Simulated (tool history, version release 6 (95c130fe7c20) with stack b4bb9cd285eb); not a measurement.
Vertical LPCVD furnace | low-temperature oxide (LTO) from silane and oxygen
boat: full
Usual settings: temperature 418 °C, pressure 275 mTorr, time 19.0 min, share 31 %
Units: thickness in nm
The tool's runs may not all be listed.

run	hour	temperature	pressure	time	share	read-back reference wafer on the same gauge, thickness	thickness
1	0.0	422	275	19.0	31	191.98	203.19
2	19.3	418	295	19.0	31	192.01	209.10
3	49.4	418	275	19.0	29	192.00	177.28
4	57.5	418	275	19.0	29	191.97	177.55
# hour 122.7: silane flow controller replaced
5	123.2	418	275	19.0	29	192.08	177.87
6	128.1	418	275	19.0	31	192.00	195.11
7	133.1	418	275	19.0	31	192.02	195.19
8	138.0	418	275	19.0	31	192.01	195.35
# hour 141.6: gauge calibrated
9	147.3	418	275	19.0	31	192.01	195.16
10	162.2	418	275	19.0	31	192.06	195.59
11	170.4	418	275	19.0	31	191.99	195.36
12	179.4	418	275	19.0	31	191.93	194.90
13	190.4	418	275	19.0	31	192.03	195.32
# hour 218.6: thermocouples replaced and temperature profile calibrated
14	219.1	415	275	19.0	28	191.97	163.76
15	224.1	418	275	19.0	29	191.96	177.60
16	233.0	424	275	19.0	31	191.94	209.63
17	240.0	418	275	19.0	31	192.06	196.53
18	248.0	418	275	19.0	31	192.03	196.09
19	265.0	418	320	19.0	31	192.03	227.40
# hour 295.8: pressure gauge zeroed
20	296.3	426	275	15.5	31	192.08	168.45
21	304.1	424	220	26.5	26	192.01	175.08
22	321.2	418	275	19.0	35	191.96	222.46
23	341.5	429	275	19.0	35	191.96	248.92
24	357.1	418	230	19.0	31	192.00	158.38
25	374.2	429	345	19.0	31	192.05	267.81
26	384.5	418	275	19.0	31	191.99	189.43

Forecast each of these 4 alternatives for the next run:
A	389.5	418	275	19.0	31	?	?
B	389.5	424	255	19.0	26	?	?
C	389.5	422	250	24.5	31	?	?
D	389.5	418	275	12.5	34	?	?

run	read-back reference wafer on the same gauge, thickness	thickness
A	191.93	188.86
B	191.93	145.23
C	191.93	231.44
D	191.93	140.76
Without the tool's hidden state the same runs would have given:
run	thickness
A	187.79
B	144.35
C	230.00
D	139.96
